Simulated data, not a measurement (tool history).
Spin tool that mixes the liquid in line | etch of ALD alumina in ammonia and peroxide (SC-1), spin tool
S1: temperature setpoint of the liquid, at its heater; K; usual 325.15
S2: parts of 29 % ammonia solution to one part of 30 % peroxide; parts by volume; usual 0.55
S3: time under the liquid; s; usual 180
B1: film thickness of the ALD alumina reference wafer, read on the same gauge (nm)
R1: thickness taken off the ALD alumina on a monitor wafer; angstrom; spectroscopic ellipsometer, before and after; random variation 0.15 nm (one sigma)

run     day      S1    S2   S3     B1     R1
  1       0  325.15  0.55  180  69.99  220.5
      0.679  -- heated supply line repaired
  2   1.779  325.15  0.75  150  70.02    185
  3   2.821  325.15  0.75  150  70.01    189
  4   3.329  325.15  0.75  150  70.02  186.3
  5   3.904  325.15  0.75  150  69.98  186.6
      4.579  -- new drum of ammonia solution connected
  6   4.633  330.65   0.8  180  69.99  299.8
  7   5.088  325.15  0.55  180  70.01  217.9
      5.158  -- ammonia flow meter replaced
        5.3  -- gauge calibrated
  8   5.838  331.15  0.45  120  69.96  193.4
      7.221  -- thermometer replaced
  9   7.558  315.15   0.3  275  70.03  161.1
 10   8.233  333.65  0.65  230  70.03  401.4
 11   8.483  318.15   0.3  125     70   85.7
 12   9.179  335.15  0.55  180  70.01    334
 13   9.571  325.15  0.55  180  70.01  195.8
 14   9.992  325.15   0.4  180  70.02  189.4
 15  10.542  317.15  0.35  180     70  119.6
 16  10.908  330.65  0.35   80  69.98  112.2
 17  11.475  325.15  0.55  180  69.99  196.5
 18  11.733  332.65  0.55  180  69.98    293
 19  12.129  328.65  0.35  180  70.02  229.6
 20  12.867  325.15  0.65   85  70.03   95.8
 21  13.442  318.65   0.3  225     70  160.5
 22  14.067  317.15  0.65  290  69.99  203.9
 23  14.792  325.15   0.8  120  69.99  137.3
 24  15.096  329.65  0.55   70     70     98

5 ways to go on from here, each from the tool as it stands after run 24. What would each give?
  A  15.117  325.15   0.8  180   ?   ?
  B  15.117  319.65   0.3  180   ?   ?
  C  15.117  327.65  0.55  140   ?   ?
  D  15.117  335.15   0.3   70   ?   ?
  E  15.117  319.15  0.45  265   ?   ?

run     B1     R1
  A  70.03  207.5
  B  70.03  139.6
  C  70.03  178.1
  D  70.03  124.1
  E  70.03  207.6
Without the tool's hidden state the same runs would have given:
run     R1
  A  203.7
  B  136.9
  C  174.9
  D    122
  E  203.7

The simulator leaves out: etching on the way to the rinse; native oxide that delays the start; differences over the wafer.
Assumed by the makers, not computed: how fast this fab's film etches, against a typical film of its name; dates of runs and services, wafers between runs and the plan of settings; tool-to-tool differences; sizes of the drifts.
